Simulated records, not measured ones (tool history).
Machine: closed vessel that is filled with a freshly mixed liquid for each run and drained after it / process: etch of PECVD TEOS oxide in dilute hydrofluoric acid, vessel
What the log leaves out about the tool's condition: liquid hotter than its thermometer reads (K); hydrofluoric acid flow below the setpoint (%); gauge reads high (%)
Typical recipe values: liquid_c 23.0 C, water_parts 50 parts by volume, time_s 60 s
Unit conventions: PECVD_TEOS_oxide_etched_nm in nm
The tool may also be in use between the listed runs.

run    hour  liquid_c  water_parts  time_s  wafers since the last listed run  hours since the thermometer was replaced  hours since the hydrofluoric acid flow meter was replaced  hours since the gauge calibration  read-back film thickness of the PECVD TEOS oxide reference wafer, read on the same gauge (nm)  PECVD_TEOS_oxide_etched_nm
  1     0.0      23.0           50      60                                 0                                     992.7                                                     1440.3                              347.9                                                                                         120.00                       12.92
  2    49.6      23.0           50      60                              4891                                    1042.3                                                     1489.9                              397.5                                                                                         120.00                       12.89
  3    87.6      23.0           50      60                              3747                                    1080.3                                                     1527.9                              435.5                                                                                         120.00                       12.95
  4   178.6      23.0           50      60                              8974                                    1171.3                                                     1618.9                              526.5                                                                                         119.96                       12.88
  5   240.7      23.0           50      60                              6124                                    1233.4                                                     1681.0                              588.6                                                                                         120.01                       12.86
  6   330.3      23.0           50      60                              8836                                    1323.0                                                     1770.6                              678.2                                                                                         120.00                       12.83
  7   428.0      21.0           50      60                              9634                                    1420.7                                                     1868.3                              775.9                                                                                         120.02                       11.74
  8   481.3      23.0           50      60                              5256                                    1474.0                                                     1921.6                              829.2                                                                                         119.98                       12.81
  9   552.6      19.5           50      60                              7031                                    1545.3                                                     1992.9                              900.5                                                                                         120.02                       11.00
 10   613.7      19.5           50      60                              6025                                    1606.4                                                     2054.0                              961.6                                                                                         119.97                       11.01
 11   672.1      19.5           50      60                              5759                                    1664.8                                                     2112.4                             1020.0                                                                                         119.98                       10.97
 12   735.4      23.0           65      60                              6242                                    1728.1                                                     2175.7                             1083.3                                                                                         120.00                        9.58
      753.0  -- hydrofluoric acid flow meter replaced
 13   780.9      23.0           45      75                              4388                                    1773.6                                                       27.9                             1128.8                                                                                         120.02                       18.67
 14   852.1      23.0           50      60                              7021                                    1844.8                                                       99.1                             1200.0                                                                                         119.99                       13.41
 15   904.2      23.0           75      60                              5137                                    1896.9                                                      151.2                             1252.1                                                                                         119.96                        8.63
 16  1002.4      19.5           35      40                              9684                                    1995.1                                                      249.4                             1350.3                                                                                         119.99                       11.15
 17  1180.1      19.5           30      70                             17524                                    2172.8                                                      427.1                             1528.0                                                                                         120.04                       22.78
 18  1275.8      28.0           50      60                              9437                                    2268.5                                                      522.8                             1623.7                                                                                         119.99                       16.12
     1290.1  -- thermometer replaced
 19  1322.4      18.5           50      60                              4496                                      32.3                                                      569.4                             1670.3                                                                                         120.04                       10.94
 20  1363.9      26.0           70      35                              4092                                      73.8                                                      610.9                             1711.8                                                                                         120.00                        6.05
     1392.8  -- gauge calibrated
 21  1405.7      18.0           35      90                              4122                                     115.6                                                      652.7                               12.9                                                                                         119.98                       23.27
 22  1508.7      25.5           50      60                             10157                                     218.6                                                      755.7                              115.9                                                                                         119.97                       14.56
 23  1550.7      23.0           50      60                              4141                                     260.6                                                      797.7                              157.9                                                                                         120.01                       13.09

Run 24 is up next; what results do you expect?
 24  1590.0      19.5           35      40                              3875                                     299.9                                                      837.0                              197.2                                                                                              ?                           ?

{"run 24": {"read-back film thickness of the PECVD TEOS oxide reference wafer, read on the same gauge (nm)": 120.0, "PECVD_TEOS_oxide_etched_nm": 10.98}}
Without the tool's hidden state the same run would have given PECVD_TEOS_oxide_etched_nm 11.29 nm.
